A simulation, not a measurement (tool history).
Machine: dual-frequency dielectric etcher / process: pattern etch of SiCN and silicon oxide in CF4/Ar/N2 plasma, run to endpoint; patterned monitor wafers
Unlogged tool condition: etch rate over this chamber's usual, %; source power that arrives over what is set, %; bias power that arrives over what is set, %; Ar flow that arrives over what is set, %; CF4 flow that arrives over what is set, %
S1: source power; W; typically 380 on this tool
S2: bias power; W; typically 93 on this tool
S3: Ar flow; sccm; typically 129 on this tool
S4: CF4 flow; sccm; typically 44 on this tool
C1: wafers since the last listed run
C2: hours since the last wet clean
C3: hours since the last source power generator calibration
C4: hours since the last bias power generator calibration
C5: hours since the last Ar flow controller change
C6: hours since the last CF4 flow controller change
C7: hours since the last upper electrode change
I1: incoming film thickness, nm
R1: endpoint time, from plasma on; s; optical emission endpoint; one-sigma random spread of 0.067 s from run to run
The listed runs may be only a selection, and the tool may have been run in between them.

run    day   S1   S2   S3  S4   C1     C2      C3      C4      C5      C6      C7     I1    R1
  1  0.000  380   93  113  44    0  586.4  3777.8  3857.9  4511.8  4346.1  2914.1  15.60  18.9
  2  0.712  380   93  113  44  236  603.5  3794.9  3875.0  4528.9  4363.2  2931.2  15.67  18.9
  3  1.000  380   93  113  44   95  610.4  3801.8  3881.9  4535.8  4370.1  2938.1  15.45  18.6
  4  1.750  380   93  129  48  249  628.4  3819.8  3899.9  4553.8  4388.1  2956.1  15.72  19.0
  5  2.338  430   93  129  44  195  642.5  3833.9  3914.0  4567.9  4402.2  2970.2  15.56  16.6
  6  2.654  340   93  129  44  105  650.1  3841.5  3921.6  4575.5  4409.8  2977.8  15.48  21.6
     3.025  -- Ar flow controller replaced
  7  3.400  380   93  129  50  164  668.0  3859.4  3939.5     9.0  4427.7  2995.7  15.91  19.1
  8  3.904  380  108  100  40  167  680.1  3871.5  3951.6    21.1  4439.8  3007.8  15.66  17.6
  9  4.408  380   93  129  44  167  692.2  3883.6  3963.7    33.2  4451.9  3019.9  15.68  19.1
     5.442  -- wet clean of the chamber
     5.483  -- source power generator calibrated
     5.850  -- CF4 flow controller replaced
     6.171  -- upper electrode replaced, of another model than before
 10  6.192  380  103  143  44   58   18.0    17.0  4006.5    76.0     8.2     0.5  15.92  20.0
 11  6.204  380   85  129  37    4   18.3    17.3  4006.8    76.3     8.5     0.8  15.61  21.3
 12  6.217  380   93  129  44    4   18.6    17.6  4007.1    76.6     8.8     1.1  15.60  20.1
     6.571  -- bias power generator calibrated
 13  7.758  380  110  129  53  456   55.6    54.6    28.5   113.6    45.8    38.1  15.39  18.2
 14  8.462  380   93  118  44  233   72.5    71.5    45.4   130.5    62.7    55.0  15.51  19.7

For each run, what was the tool's unlogged condition?
source power that arrives over what is set, %: 0 in every run
bias power that arrives over what is set, %: 0 in every run
Ar flow that arrives over what is set, %: 0 in every run
CF4 flow that arrives over what is set, %: 0 in every run
H1: etch rate over this chamber's usual, %
run      H1
  1     4.9
  2    5.04
  3     5.1
  4    5.25
  5    5.37
  6    5.43
  7    5.58
  8    5.68
  9    5.78
 10  0.0986
 11   0.101
 12   0.104
 13   0.412
 14   0.553
